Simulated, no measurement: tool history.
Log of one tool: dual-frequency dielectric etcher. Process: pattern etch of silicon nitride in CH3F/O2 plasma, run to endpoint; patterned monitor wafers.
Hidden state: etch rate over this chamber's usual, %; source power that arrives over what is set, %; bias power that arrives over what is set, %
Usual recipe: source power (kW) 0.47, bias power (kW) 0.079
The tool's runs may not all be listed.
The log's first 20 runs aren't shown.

run,hour,source power (kW),bias power (kW),wafers since the last listed run,hours since the last wet clean,hours since the last source power generator calibration,hours since the last bias power generator calibration,hours since the last upper electrode change,"incoming incoming film thickness, nm",endpoint time (s)
21,505.1,0.42,0.065,53,8.5,44.7,1933.2,10.4,61.9,63.3
# hour 513.7: bias power generator calibrated
22,540.6,0.41,0.061,210,44,80.2,26.9,45.9,62.8,65.6
23,554.3,0.39,0.062,91,57.7,93.9,40.6,59.6,63,66.6
24,626.1,0.55,0.072,480,129.5,165.7,112.4,131.4,61.6,56.6
25,654.9,0.36,0.079,192,158.3,194.5,141.2,160.2,62.4,64.2
26,673.9,0.55,0.072,127,177.3,213.5,160.2,179.2,62.1,56.7
27,699.7,0.47,0.067,172,203.1,239.3,186,205,62.2,60.9
28,715.3,0.58,0.059,104,218.7,254.9,201.6,220.6,62.2,58.4
29,738.7,0.42,0.079,156,242.1,278.3,225,244,62.2,60.4
30,751,0.42,0.079,82,254.4,290.6,237.3,256.3,62.5,60.6
31,772,0.41,0.079,140,275.4,311.6,258.3,277.3,62.4,61.1
32,800.2,0.54,0.091,188,303.6,339.8,286.5,305.5,62.8,54.3

Predict each of these 4 candidate next runs independently; none follows another, all start after run 32:
A,800.7,0.47,0.079,3,304.1,340.3,287,306,62.6,?
B,800.7,0.56,0.09,3,304.1,340.3,287,306,62.6,?
C,800.7,0.54,0.097,3,304.1,340.3,287,306,62.6,?
D,800.7,0.55,0.063,3,304.1,340.3,287,306,62.6,?

run,endpoint time (s)
A,58.3
B,53.5
C,53.1
D,58.3
Had the tool no hidden state, the same runs would have come out as:
run,endpoint time (s)
A,59.1
B,54.2
C,53.8
D,59.1
